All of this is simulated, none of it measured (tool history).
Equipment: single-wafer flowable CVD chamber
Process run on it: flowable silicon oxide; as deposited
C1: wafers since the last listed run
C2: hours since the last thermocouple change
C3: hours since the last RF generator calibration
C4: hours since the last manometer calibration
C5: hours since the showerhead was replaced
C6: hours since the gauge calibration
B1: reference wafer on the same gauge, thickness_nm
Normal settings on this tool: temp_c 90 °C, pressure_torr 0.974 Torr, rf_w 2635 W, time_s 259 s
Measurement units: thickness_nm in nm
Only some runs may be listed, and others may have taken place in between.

{"run": 1, "hour": 0.0, "temp_c": 90, "pressure_torr": 0.899, "rf_w": 2635, "time_s": 300, "C1": 0, "C2": 2293.5, "C3": 715.3, "C4": 2194.9, "C5": 6391.4, "C6": 8.1, "B1": 312.034, "thickness_nm": 314.624}
{"run": 2, "hour": 26.8, "temp_c": 90, "pressure_torr": 0.899, "rf_w": 2635, "time_s": 300, "C1": 193, "C2": 2320.3, "C3": 742.1, "C4": 2221.7, "C5": 6418.2, "C6": 34.9, "B1": 311.732, "thickness_nm": 313.229}
{"run": 3, "hour": 41.0, "temp_c": 90, "pressure_torr": 0.899, "rf_w": 2635, "time_s": 300, "C1": 102, "C2": 2334.5, "C3": 756.3, "C4": 2235.9, "C5": 6432.4, "C6": 49.1, "B1": 311.842, "thickness_nm": 312.877}
{"run": 4, "hour": 84.8, "temp_c": 90, "pressure_torr": 0.974, "rf_w": 2635, "time_s": 259, "C1": 316, "C2": 2378.3, "C3": 800.1, "C4": 2279.7, "C5": 6476.2, "C6": 92.9, "B1": 311.854, "thickness_nm": 289.405}
{"run": 5, "hour": 100.7, "temp_c": 90, "pressure_torr": 0.974, "rf_w": 2635, "time_s": 259, "C1": 114, "C2": 2394.2, "C3": 816.0, "C4": 2295.6, "C5": 6492.1, "C6": 108.8, "B1": 311.825, "thickness_nm": 289.625}
{"run": 6, "hour": 131.1, "temp_c": 90, "pressure_torr": 0.974, "rf_w": 2635, "time_s": 259, "C1": 219, "C2": 2424.6, "C3": 846.4, "C4": 2326.0, "C5": 6522.5, "C6": 139.2, "B1": 311.865, "thickness_nm": 288.885}
{"run": 7, "hour": 147.3, "temp_c": 90, "pressure_torr": 1.052, "rf_w": 2635, "time_s": 259, "C1": 116, "C2": 2440.8, "C3": 862.6, "C4": 2342.2, "C5": 6538.7, "C6": 155.4, "B1": 312.128, "thickness_nm": 309.932}
{"run": 8, "hour": 173.6, "temp_c": 90, "pressure_torr": 0.974, "rf_w": 2635, "time_s": 259, "C1": 189, "C2": 2467.1, "C3": 888.9, "C4": 2368.5, "C5": 6565.0, "C6": 181.7, "B1": 312.08, "thickness_nm": 290.162}
{"run": 9, "hour": 193.2, "temp_c": 100, "pressure_torr": 0.974, "rf_w": 2635, "time_s": 259, "C1": 141, "C2": 2486.7, "C3": 908.5, "C4": 2388.1, "C5": 6584.6, "C6": 201.3, "B1": 311.956, "thickness_nm": 198.17}
{"hour": 213.7, "done": "RF generator calibrated"}
{"run": 10, "hour": 228.6, "temp_c": 90, "pressure_torr": 0.974, "rf_w": 2635, "time_s": 301, "C1": 197, "C2": 2522.1, "C3": 14.9, "C4": 2423.5, "C5": 6620.0, "C6": 236.7, "B1": 311.847, "thickness_nm": 336.408}
{"run": 11, "hour": 251.0, "temp_c": 101, "pressure_torr": 0.974, "rf_w": 2385, "time_s": 241, "C1": 161, "C2": 2544.5, "C3": 37.3, "C4": 2445.9, "C5": 6642.4, "C6": 259.1, "B1": 311.734, "thickness_nm": 175.379}
{"hour": 271.0, "done": "thermocouple changed; heater temperature recalibrated"}
{"hour": 304.1, "done": "capacitance manometer re-zeroed and calibrated"}
{"hour": 309.0, "done": "showerhead replaced"}
{"run": 12, "hour": 352.8, "temp_c": 90, "pressure_torr": 0.974, "rf_w": 3055, "time_s": 218, "C1": 583, "C2": 81.8, "C3": 139.1, "C4": 48.7, "C5": 43.8, "C6": 360.9, "B1": 311.678, "thickness_nm": 252.249}
{"hour": 354.9, "done": "gauge calibrated"}
{"run": 13, "hour": 427.0, "temp_c": 95, "pressure_torr": 0.974, "rf_w": 2635, "time_s": 259, "C1": 535, "C2": 156.0, "C3": 213.3, "C4": 122.9, "C5": 118.0, "C6": 72.1, "B1": 312.01, "thickness_nm": 242.772}
{"run": 14, "hour": 534.7, "temp_c": 90, "pressure_torr": 0.899, "rf_w": 2635, "time_s": 300, "C1": 777, "C2": 263.7, "C3": 321.0, "C4": 230.6, "C5": 225.7, "C6": 179.8, "B1": 311.787, "thickness_nm": 317.618}
{"run": 15, "hour": 562.3, "temp_c": 90, "pressure_torr": 0.974, "rf_w": 2635, "time_s": 259, "C1": 199, "C2": 291.3, "C3": 348.6, "C4": 258.2, "C5": 253.3, "C6": 207.4, "B1": 312.524, "thickness_nm": 294.049}

Branching from run 15: 4 alternative next runs. What would each branch give?
{"run": "A", "hour": 562.8, "temp_c": 90, "pressure_torr": 0.974, "rf_w": 2635, "time_s": 259, "C1": 3, "C2": 291.8, "C3": 349.1, "C4": 258.7, "C5": 253.8, "C6": 207.9, "B1": "?", "thickness_nm": "?"}
{"run": "B", "hour": 562.8, "temp_c": 90, "pressure_torr": 0.974, "rf_w": 3050, "time_s": 259, "C1": 3, "C2": 291.8, "C3": 349.1, "C4": 258.7, "C5": 253.8, "C6": 207.9, "B1": "?", "thickness_nm": "?"}
{"run": "C", "hour": 562.8, "temp_c": 90, "pressure_torr": 0.801, "rf_w": 2635, "time_s": 259, "C1": 3, "C2": 291.8, "C3": 349.1, "C4": 258.7, "C5": 253.8, "C6": 207.9, "B1": "?", "thickness_nm": "?"}
{"run": "D", "hour": 562.8, "temp_c": 90, "pressure_torr": 0.785, "rf_w": 2635, "time_s": 302, "C1": 3, "C2": 291.8, "C3": 349.1, "C4": 258.7, "C5": 253.8, "C6": 207.9, "B1": "?", "thickness_nm": "?"}

run=A B1=311.818 thickness_nm=291.928
run=B B1=311.818 thickness_nm=295.921
run=C B1=311.818 thickness_nm=248.772
run=D B1=311.818 thickness_nm=285.286
Stripped of hidden state, with their random variation kept, the same runs would have yielded:
run=A thickness_nm=302.894
run=B thickness_nm=307.038
run=C thickness_nm=257.813
run=D thickness_nm=295.654
